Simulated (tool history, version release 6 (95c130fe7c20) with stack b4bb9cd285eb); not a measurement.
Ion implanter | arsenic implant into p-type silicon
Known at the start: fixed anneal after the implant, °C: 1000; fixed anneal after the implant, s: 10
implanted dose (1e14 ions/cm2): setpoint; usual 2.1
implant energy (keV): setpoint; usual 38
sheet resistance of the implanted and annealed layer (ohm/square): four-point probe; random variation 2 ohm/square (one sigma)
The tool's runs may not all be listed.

run,hour,implanted dose (1e14 ions/cm2),implant energy (keV),wafers since the last listed run,hours since the last dose calibration,hours since the extraction supply was calibrated,hours since the gauge calibration,"read-back reference wafer on the same gauge, sheet resistance",sheet resistance of the implanted and annealed layer (ohm/square)
1,0,2.1,38,0,185.5,3107.4,953.3,334.99,369.07
2,36.4,2.1,38,558,221.9,3143.8,989.7,335.13,369.2
3,138.9,2.1,38,1572,324.4,3246.3,1092.2,335.27,365.73
4,187.7,2.1,38,748,373.2,3295.1,1141,335.12,364.64
5,240.8,2.1,38,814,426.3,3348.2,1194.1,335.21,369.53
6,334.1,2.1,38,1431,519.6,3441.5,1287.4,335.07,367.74
7,383.3,2.1,38,754,568.8,3490.7,1336.6,335.28,364.9
8,497.4,2.1,38,1750,682.9,3604.8,1450.7,335.29,367.98
# hour 579.8: Faraday cup replaced and dose calibrated
9,580.3,2.1,38,1149,0.5,3687.7,1533.6,335.04,367.83
10,619.5,2.1,38,601,39.7,3726.9,1572.8,334.76,366.15
11,661.8,2.1,38,648,82,3769.2,1615.1,335.27,363.24
12,700.4,2.1,38,592,120.6,3807.8,1653.7,334.77,365.36
13,1010.8,2.1,38,4762,431,4118.2,1964.1,335.07,370.62
14,1048.6,2.1,38,579,468.8,4156,2001.9,334.89,369.7
15,1236.8,2.1,38,2887,657,4344.2,2190.1,335.39,365.46
16,1280.8,2.1,38,675,701,4388.2,2234.1,335,364.55
# hour 1305: Faraday cup replaced and dose calibrated
17,1358.4,2.1,38,1067,53.4,4465.8,2311.7,335.04,364.36
18,1405.2,2.1,38,718,100.2,4512.6,2358.5,334.94,366.84
19,1492,2.53,33.5,1331,187,4599.4,2445.3,335.15,329.42
# hour 1724: extraction supply calibrated
20,1805.1,2.71,38,4680,500.1,81.1,2758.4,334.74,305
# hour 1905.9: Faraday cup replaced and dose calibrated
21,1907.4,1.94,46,1446,1.5,183.4,2860.7,334.95,371.92
# hour 1933.1: gauge calibrated
22,1982.9,2.1,38,1158,77,258.9,49.8,335.39,366.5
23,2062.8,1.64,31,1225,156.9,338.8,129.7,335.04,453.65
24,2122.8,2.1,38,920,216.9,398.8,189.7,334.94,364.86
25,2195.3,1.66,26.5,1112,289.4,471.3,262.2,335.05,463.17
26,2247.2,2.1,47,796,341.3,523.2,314.1,335.53,351.96
27,2325.6,2.45,33.5,1202,419.7,601.6,392.5,335.19,337.31
28,2401.6,2.1,38,1166,495.7,677.6,468.5,335.07,365.01
29,2445.2,2.29,38,668,539.3,721.2,512.1,334.84,345.28
# hour 2521.4: Faraday cup replaced and dose calibrated
30,2530.8,2.64,44,1190,9.4,806.8,597.7,334.91,304.99
31,2620.9,2.1,50.5,1382,99.5,896.9,687.8,334.76,350.2
32,2681.7,2.33,38,932,160.3,957.7,748.6,335.53,339.63
33,2723,2.1,38,633,201.6,999,789.9,334.84,367.34
34,2783.3,2.72,44.5,925,261.9,1059.3,850.2,334.6,297.04

Hidden state at the last listed run before each entry between runs and at the first one after, where it differs:
Between runs 8 and 9: Faraday cup replaced and dose calibrated (hour 579.8)
  no hidden state differs between the two runs
Between runs 16 and 17: Faraday cup replaced and dose calibrated (hour 1305)
  no hidden state differs between the two runs
Between runs 19 and 20: extraction supply calibrated (hour 1724)
  no hidden state differs between the two runs
Between runs 20 and 21: Faraday cup replaced and dose calibrated (hour 1905.9)
  no hidden state differs between the two runs
Between runs 21 and 22: gauge calibrated (hour 1933.1)
  no hidden state differs between the two runs
Between runs 29 and 30: Faraday cup replaced and dose calibrated (hour 2521.4)
  no hidden state differs between the two runs
